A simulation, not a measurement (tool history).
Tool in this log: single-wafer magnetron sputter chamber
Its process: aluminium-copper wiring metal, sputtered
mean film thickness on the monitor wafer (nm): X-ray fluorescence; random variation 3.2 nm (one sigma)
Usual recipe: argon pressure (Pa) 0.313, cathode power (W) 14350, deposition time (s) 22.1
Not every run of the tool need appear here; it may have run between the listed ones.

run      day  argon pressure (Pa)  cathode power (W)  deposition time (s)  wafers since the last listed run  wafers on the sputter target  hours since the last manometer calibration  hours since the magnet pack was replaced  hours since the gauge calibration  read-back reference wafer on the same gauge, thickness_nm  mean film thickness on the monitor wafer (nm)
  1    0.000                0.235              14350                 20.6                                 0                          9468                                      1201.3                                    5336.0                             2159.3                                                    528.877                                        546.839
  2    2.304                0.347              14350                 22.1                              1492                         10961                                      1256.6                                    5391.3                             2214.6                                                    527.000                                        565.803
  3    5.467                0.241              14350                 23.2                              2048                         13009                                      1332.5                                    5467.2                             2290.5                                                    528.275                                        613.316
  4    7.196                0.241              14350                 23.2                              1119                         14129                                      1374.0                                    5508.7                             2332.0                                                    529.304                                        620.611
  5   10.867                0.241              14350                 23.2                              2377                         16506                                      1462.1                                    5596.8                             2420.1                                                    528.543                                        617.973
  6   13.288                0.313              14350                 22.1                              1567                         18074                                      1520.2                                    5654.9                             2478.2                                                    529.131                                        566.109
      15.000  -- sputter target and shields replaced
  7   15.021                0.313              14350                 22.1                               906                            13                                      1561.8                                    5696.5                             2519.8                                                    528.557                                        575.654
  8   18.304                0.313              14350                 22.1                              2126                          2139                                      1640.6                                    5775.3                             2598.6                                                    528.704                                        569.627
  9   31.096                0.313              14350                 22.1                              8284                         10424                                      1947.6                                    6082.3                             2905.6                                                    528.797                                        575.163
 10   32.617                0.313              14350                 22.1                               984                         11409                                      1984.1                                    6118.8                             2942.1                                                    528.589                                        571.706
      33.554  -- gauge calibrated
      39.883  -- sputter target and shields replaced
 11   43.738                0.313              14350                 22.1                              6986                          2495                                      2251.0                                    6385.7                              244.4                                                    515.411                                        556.845
 12   47.712                0.313              14350                 22.1                              2574                          5070                                      2346.4                                    6481.1                              339.8                                                    514.358                                        558.891
 13   49.717                0.313              14350                 22.1                              1298                          6368                                      2394.5                                    6529.2                              387.9                                                    516.693                                        560.144
 14   53.429                0.313              14350                 20.4                              2404                          8772                                      2483.6                                    6618.3                              477.0                                                    518.042                                        517.956
 15   59.333                0.313              14350                 20.4                              3823                         12596                                      2625.3                                    6760.0                              618.7                                                    520.276                                        522.873
 16   62.250                0.313              14350                 22.1                              1889                         14485                                      2695.3                                    6830.0                              688.7                                                    519.692                                        563.727
 17   66.354                0.360              12450                 20.5                              2658                         17143                                      2793.8                                    6928.5                              787.2                                                    521.289                                        463.209
      67.967  -- sputter target and shields replaced
 18   70.221                0.313              14350                 22.1                              2288                          1459                                      2886.6                                    7021.3                              880.0                                                    523.160                                        567.861
 19   73.021                0.313              14350                 20.4                              1813                          3273                                      2953.8                                    7088.5                              947.2                                                    522.220                                        519.003
 20   75.721                0.425              11150                 22.1                              1748                          5022                                      3018.6                                    7153.3                             1012.0                                                    524.955                                        453.532
 21   79.296                0.313              14350                 22.1                              2315                          7337                                      3104.4                                    7239.1                             1097.8                                                    524.542                                        568.476
      81.692  -- magnet pack replaced
      82.083  -- capacitance manometer re-zeroed and calibrated
 22   82.104                0.313              14350                 24.3                              1387                          8724                                         0.5                                       9.9                             1165.2                                                    525.970                                        623.001
 23   85.983                0.313              14350                 22.1                              2512                         11236                                        93.6                                     103.0                             1258.3                                                    525.944                                        566.982
 24   87.900                0.313              14350                 22.1                              1241                         12478                                       139.6                                     149.0                             1304.3                                                    524.915                                        565.772
      90.225  -- sputter target and shields replaced
 25   92.075                0.233              11550                 19.5                              2488                          1197                                       239.8                                     249.2                             1404.5                                                    525.655                                        444.501
 26   93.721                0.313              14350                 19.9                              1065                          2263                                       279.3                                     288.7                             1444.0                                                    525.278                                        513.124
 27   97.621                0.399              14350                 23.9                              2525                          4789                                       372.9                                     382.3                             1537.6                                                    526.692                                        593.153
 28  100.104                0.406              15400                 24.0                              1608                          6397                                       432.5                                     441.9                             1597.2                                                    528.096                                        628.977
 29  103.662                0.313              14350                 22.1                              2304                          8702                                       517.9                                     527.3                             1682.6                                                    526.833                                        569.022
 30  106.212                0.280              14350                 22.1                              1651                         10353                                       579.1                                     588.5                             1743.8                                                    527.322                                        575.633
 31  110.129                0.371              11100                 22.1                              2536                         12890                                       673.1                                     682.5                             1837.8                                                    528.575                                        462.788
 32  111.988                0.313              16300                 18.3                              1203                         14093                                       717.7                                     727.1                             1882.4                                                    527.657                                        518.215
 33  115.192                0.313              15900                 20.1                              2075                         16169                                       794.6                                     804.0                             1959.3                                                    528.794                                        560.643
 34  118.312                0.230              17350                 19.6                              2021                         18190                                       869.5                                     878.9                             2034.2                                                    529.338                                        602.508

4 ways to go on from here, each from the tool as it stands after run 34. What would each give?
  A  118.329                0.313              14350                 22.1                                10                         18201                                       869.9                                     879.3                             2034.6                                                          ?                                              ?
  B  118.329                0.202              15650                 23.9                                10                         18201                                       869.9                                     879.3                             2034.6                                                          ?                                              ?
  C  118.329                0.211              12050                 22.1                                10                         18201                                       869.9                                     879.3                             2034.6                                                          ?                                              ?
  D  118.329                0.419              12200                 19.2                                10                         18201                                       869.9                                     879.3                             2034.6                                                          ?                                              ?

run  read-back reference wafer on the same gauge, thickness_nm  mean film thickness on the monitor wafer (nm)
  A                                                    528.069                                        571.474
  B                                                    528.069                                        689.610
  C                                                    528.069                                        523.558
  D                                                    528.069                                        422.925
Take away the tool's hidden state, keep each run's random variation, and the runs would have read:
run  mean film thickness on the monitor wafer (nm)
  A                                        552.400
  B                                        666.593
  C                                        506.083
  D                                        408.809
